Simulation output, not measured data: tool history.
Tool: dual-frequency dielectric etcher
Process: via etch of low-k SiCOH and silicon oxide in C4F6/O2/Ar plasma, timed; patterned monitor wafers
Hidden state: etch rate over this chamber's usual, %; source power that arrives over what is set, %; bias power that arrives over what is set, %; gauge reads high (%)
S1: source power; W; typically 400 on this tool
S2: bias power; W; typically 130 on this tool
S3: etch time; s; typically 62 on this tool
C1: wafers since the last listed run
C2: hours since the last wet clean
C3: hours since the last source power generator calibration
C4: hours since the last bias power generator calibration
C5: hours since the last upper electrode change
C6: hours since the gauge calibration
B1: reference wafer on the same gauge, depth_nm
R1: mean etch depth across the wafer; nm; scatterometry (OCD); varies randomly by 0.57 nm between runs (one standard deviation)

run 1 hour=0 | S1=430 S2=123 S3=62 | C1=0 C2=358.1 C3=5040.4 C4=2735.1 C5=3579.1 C6=589.1 | B1=132 | R1=137.3
run 2 hour=6.6 | S1=400 S2=130 S3=62 | C1=81 C2=364.7 C3=5047 C4=2741.7 C5=3585.7 C6=595.7 | B1=131.7 | R1=137.2
run 3 hour=18.7 | S1=400 S2=130 S3=62 | C1=150 C2=376.8 C3=5059.1 C4=2753.8 C5=3597.8 C6=607.8 | B1=132 | R1=137.6
run 4 hour=30.8 | S1=400 S2=130 S3=62 | C1=150 C2=388.9 C3=5071.2 C4=2765.9 C5=3609.9 C6=619.9 | B1=132 | R1=137.8
run 5 hour=46 | S1=400 S2=130 S3=62 | C1=188 C2=404.1 C3=5086.4 C4=2781.1 C5=3625.1 C6=635.1 | B1=131.9 | R1=137.7
run 6 hour=53.5 | S1=400 S2=130 S3=62 | C1=93 C2=411.6 C3=5093.9 C4=2788.6 C5=3632.6 C6=642.6 | B1=132.1 | R1=138
run 7 hour=62.1 | S1=400 S2=111 S3=62 | C1=106 C2=420.2 C3=5102.5 C4=2797.2 C5=3641.2 C6=651.2 | B1=132.1 | R1=132.3
run 8 hour=79.5 | S1=400 S2=111 S3=62 | C1=216 C2=437.6 C3=5119.9 C4=2814.6 C5=3658.6 C6=668.6 | B1=131.9 | R1=132.1
run 9 hour=95.6 | S1=400 S2=130 S3=62 | C1=199 C2=453.7 C3=5136 C4=2830.7 C5=3674.7 C6=684.7 | B1=132.2 | R1=137.2
run 10 hour=106.9 | S1=400 S2=130 S3=62 | C1=140 C2=465 C3=5147.3 C4=2842 C5=3686 C6=696 | B1=131.9 | R1=138.5
-- hour=138.8 upper electrode replaced
-- hour=140.3 source power generator calibrated
-- hour=151.5 bias power generator calibrated
run 11 hour=152.8 | S1=450 S2=110 S3=70.5 | C1=203 C2=510.9 C3=12.5 C4=1.3 C5=14 C6=741.9 | B1=132 | R1=155.6
run 12 hour=161.5 | S1=330 S2=130 S3=47.5 | C1=108 C2=519.6 C3=21.2 C4=10 C5=22.7 C6=750.6 | B1=132.1 | R1=100.3
run 13 hour=168.2 | S1=330 S2=130 S3=47.5 | C1=83 C2=526.3 C3=27.9 C4=16.7 C5=29.4 C6=757.3 | B1=131.9 | R1=99.9
-- hour=201.1 wet clean of the chamber
-- hour=201.5 gauge calibrated
run 14 hour=217.5 | S1=330 S2=109 S3=77.5 | C1=314 C2=16.4 C3=77.2 C4=66 C5=78.7 C6=16 | B1=132.1 | R1=153
run 15 hour=232.7 | S1=340 S2=140 S3=62 | C1=188 C2=31.6 C3=92.4 C4=81.2 C5=93.9 C6=31.2 | B1=131.8 | R1=132.9
run 16 hour=250 | S1=470 S2=117 S3=46 | C1=214 C2=48.9 C3=109.7 C4=98.5 C5=111.2 C6=48.5 | B1=131.7 | R1=103.3
run 17 hour=259.1 | S1=400 S2=130 S3=62 | C1=112 C2=58 C3=118.8 C4=107.6 C5=120.3 C6=57.6 | B1=132.3 | R1=136.1
run 18 hour=268.6 | S1=400 S2=130 S3=52 | C1=117 C2=67.5 C3=128.3 C4=117.1 C5=129.8 C6=67.1 | B1=132.1 | R1=113.9
run 19 hour=279.2 | S1=470 S2=110 S3=62 | C1=131 C2=78.1 C3=138.9 C4=127.7 C5=140.4 C6=77.7 | B1=132.1 | R1=135.8
run 20 hour=288.2 | S1=400 S2=147 S3=62 | C1=111 C2=87.1 C3=147.9 C4=136.7 C5=149.4 C6=86.7 | B1=132.2 | R1=140.6
run 21 hour=295.6 | S1=400 S2=130 S3=62 | C1=91 C2=94.5 C3=155.3 C4=144.1 C5=156.8 C6=94.1 | B1=132 | R1=135.4
run 22 hour=313.6 | S1=400 S2=130 S3=62 | C1=223 C2=112.5 C3=173.3 C4=162.1 C5=174.8 C6=112.1 | B1=132.2 | R1=136.6
run 23 hour=325.2 | S1=320 S2=130 S3=71 | C1=144 C2=124.1 C3=184.9 C4=173.7 C5=186.4 C6=123.7 | B1=132.2 | R1=147.8
run 24 hour=342.6 | S1=400 S2=130 S3=62 | C1=216 C2=141.5 C3=202.3 C4=191.1 C5=203.8 C6=141.1 | B1=132.2 | R1=137
run 25 hour=349.7 | S1=400 S2=154 S3=62 | C1=88 C2=148.6 C3=209.4 C4=198.2 C5=210.9 C6=148.2 | B1=132.1 | R1=144.4
run 26 hour=378.8 | S1=470 S2=116 S3=53.5 | C1=361 C2=177.7 C3=238.5 C4=227.3 C5=240 C6=177.3 | B1=132 | R1=119.1
run 27 hour=388.4 | S1=400 S2=130 S3=62 | C1=119 C2=187.3 C3=248.1 C4=236.9 C5=249.6 C6=186.9 | B1=131.9 | R1=136.3
run 28 hour=404.2 | S1=330 S2=156 S3=69 | C1=196 C2=203.1 C3=263.9 C4=252.7 C5=265.4 C6=202.7 | B1=132 | R1=152.3
run 29 hour=415.8 | S1=350 S2=108 S3=46 | C1=144 C2=214.7 C3=275.5 C4=264.3 C5=277 C6=214.3 | B1=131.8 | R1=93.1
run 30 hour=424.1 | S1=400 S2=130 S3=62 | C1=103 C2=223 C3=283.8 C4=272.6 C5=285.3 C6=222.6 | B1=132.1 | R1=136.5
run 31 hour=457.4 | S1=400 S2=130 S3=62 | C1=413 C2=256.3 C3=317.1 C4=305.9 C5=318.6 C6=255.9 | B1=131.8 | R1=137.6

For some of the steps in R1 from one run to the next: how much would appear even if the tool had no hidden state, given the settings, what came in and random variation, and how much remains for the hidden state plus any gauge scatter that the measured result and the result without hidden state don't share?
Run 10 -> 11: S1 400 -> 450, S2 130 -> 110, S3 62 -> 70.5, upper electrode replaced, source power generator calibrated, bias power generator calibrated. R1 +17.1 nm: hidden state +0.6, all else +16.5.
Run 11 -> 12: S1 450 -> 330, S2 110 -> 130, S3 70.5 -> 47.5. R1 -55.3 nm: hidden state -0.9, all else -54.4.
Run 13 -> 14: S2 130 -> 109, S3 47.5 -> 77.5, wet clean of the chamber, gauge calibrated. R1 +53.1 nm: hidden state -1.5, all else +54.6.
Run 28 -> 29: S1 330 -> 350, S2 156 -> 108, S3 69 -> 46. R1 -59.2 nm: hidden state -0.5, all else -58.7.
